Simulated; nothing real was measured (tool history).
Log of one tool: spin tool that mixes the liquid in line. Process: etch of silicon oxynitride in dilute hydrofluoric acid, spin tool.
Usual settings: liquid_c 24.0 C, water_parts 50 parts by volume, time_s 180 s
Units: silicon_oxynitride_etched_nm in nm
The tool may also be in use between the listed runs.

run	day	liquid_c	water_parts	time_s	read-back film thickness of the silicon oxynitride reference wafer, read on the same gauge (nm)	silicon_oxynitride_etched_nm
1	0.000	24.0	50	180	100.03	6.41
2	1.562	24.0	50	180	100.03	6.30
3	3.562	24.0	50	180	99.97	6.38
4	6.425	24.0	50	180	100.01	6.35
5	10.100	24.0	30	180	99.99	10.79
6	11.954	24.0	30	180	100.03	10.60
7	14.062	24.0	50	180	100.02	6.31
8	17.754	24.0	60	210	99.99	6.16
9	27.654	24.0	60	210	100.00	6.03
10	30.250	24.0	60	210	100.03	6.12
11	34.150	24.0	50	180	99.98	6.28
12	38.029	24.0	50	180	99.98	6.30
13	39.946	24.0	70	140	100.02	3.45
14	44.004	28.5	70	180	100.01	5.44
# day 50.167: hydrofluoric acid flow meter replaced
# day 51.633: gauge calibrated
15	57.421	24.0	50	180	100.02	6.69
# day 58.625: thermometer replaced
16	61.288	20.0	50	215	100.03	6.25
17	63.712	24.0	50	180	99.98	6.38
18	75.354	21.0	30	150	100.00	7.72
19	77.408	24.0	50	225	100.03	7.88
20	81.046	24.0	50	180	100.00	6.42
21	83.512	26.0	35	180	99.99	10.16
22	87.188	24.0	50	275	99.97	9.72
23	88.775	28.5	50	285	100.03	12.38

Some steps in silicon_oxynitride_etched_nm between neighbouring runs. How much of each would the tool show without its hidden state too (settings, what came in, random variation), and how much is left for the hidden state, with any gauge scatter that isn't in both results?
The hidden state here: liquid hotter than its thermometer reads (K); hydrofluoric acid flow below the setpoint (%); gauge reads high (%).
Run 4 -> 5: water_parts 50 -> 30. silicon_oxynitride_etched_nm +4.44 nm: hidden state -0.03, all else +4.47.
Run 6 -> 7: water_parts 30 -> 50. silicon_oxynitride_etched_nm -4.29 nm: hidden state +0.02, all else -4.31.
Run 14 -> 15: liquid_c 28.5 -> 24.0, water_parts 70 -> 50, hydrofluoric acid flow meter replaced, gauge calibrated. silicon_oxynitride_etched_nm +1.25 nm: hidden state +0.43, all else +0.82.
Run 15 -> 16: liquid_c 24.0 -> 20.0, time_s 180 -> 215, thermometer replaced. silicon_oxynitride_etched_nm -0.44 nm: hidden state -0.35, all else -0.09.
